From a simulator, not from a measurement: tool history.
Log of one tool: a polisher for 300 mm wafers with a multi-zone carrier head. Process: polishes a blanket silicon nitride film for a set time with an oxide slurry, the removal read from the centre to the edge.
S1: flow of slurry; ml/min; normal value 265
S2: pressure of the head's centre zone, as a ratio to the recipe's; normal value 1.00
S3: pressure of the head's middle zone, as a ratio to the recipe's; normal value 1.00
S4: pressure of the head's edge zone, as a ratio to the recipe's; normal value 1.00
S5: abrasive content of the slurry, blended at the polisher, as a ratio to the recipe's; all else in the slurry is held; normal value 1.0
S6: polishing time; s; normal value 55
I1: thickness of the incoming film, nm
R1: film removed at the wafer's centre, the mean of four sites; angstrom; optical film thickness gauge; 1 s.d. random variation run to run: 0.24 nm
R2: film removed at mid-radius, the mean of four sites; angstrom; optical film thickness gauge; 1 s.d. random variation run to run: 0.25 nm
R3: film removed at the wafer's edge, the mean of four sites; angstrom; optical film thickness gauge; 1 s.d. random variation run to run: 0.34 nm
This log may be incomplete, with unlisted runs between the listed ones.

Run 1, hour 0.0: usual settings; I1 289.9. Result: R1 249 angstrom, R2 244 angstrom, R3 240 angstrom.
Run 2, hour 19.3: usual settings; I1 291.5. Result: R1 246 angstrom, R2 240 angstrom, R3 237 angstrom.
At hour 52.2: edge zone pressure recalibrated.
Run 3, hour 53.6: usual settings; I1 291.9. Result: R1 248 angstrom, R2 233 angstrom, R3 242 angstrom.
Run 4, hour 75.4: usual settings but S4 1.11; I1 296.2. Result: R1 245 angstrom, R2 239 angstrom, R3 249 angstrom.
Run 5, hour 94.0: usual settings; I1 292.0. Result: R1 241 angstrom, R2 238 angstrom, R3 239 angstrom.
Run 6, hour 111.7: usual settings; I1 290.3. Result: R1 242 angstrom, R2 238 angstrom, R3 236 angstrom.
At hour 126.1: worn pad replaced by a new one.
Run 7, hour 145.7: usual settings but S1 225 ml/min; I1 293.3. Result: R1 248 angstrom, R2 240 angstrom, R3 239 angstrom.
Run 8, hour 168.1: usual settings but S1 195 ml/min, S2 1.12; I1 288.5. Result: R1 264 angstrom, R2 233 angstrom, R3 229 angstrom.
Run 9, hour 199.8: usual settings but S1 225 ml/min, S2 1.09, S5 0.8, S6 66 s; I1 288.6. Result: R1 291 angstrom, R2 258 angstrom, R3 252 angstrom.
Run 10, hour 212.2: usual settings but S3 0.89; I1 292.2. Result: R1 244 angstrom, R2 222 angstrom, R3 239 angstrom.
Run 11, hour 227.5: usual settings but S1 235 ml/min, S2 1.10, S4 0.93, S6 71 s; I1 290.0. Result: R1 348 angstrom, R2 302 angstrom, R3 302 angstrom.

Estimate the outcome of run 12 from the log above:
Run 12, hour 257.1: usual settings but S1 315 ml/min, S2 0.96, S4 0.97; I1 290.1. Result: R1 ?, R2 ?, R3 ?.

{"run 12": {"R1": 238, "R2": 239, "R3": 244}}
Without the tool's hidden state the same run would have given R1 254 angstrom, R2 255 angstrom, R3 261 angstrom.

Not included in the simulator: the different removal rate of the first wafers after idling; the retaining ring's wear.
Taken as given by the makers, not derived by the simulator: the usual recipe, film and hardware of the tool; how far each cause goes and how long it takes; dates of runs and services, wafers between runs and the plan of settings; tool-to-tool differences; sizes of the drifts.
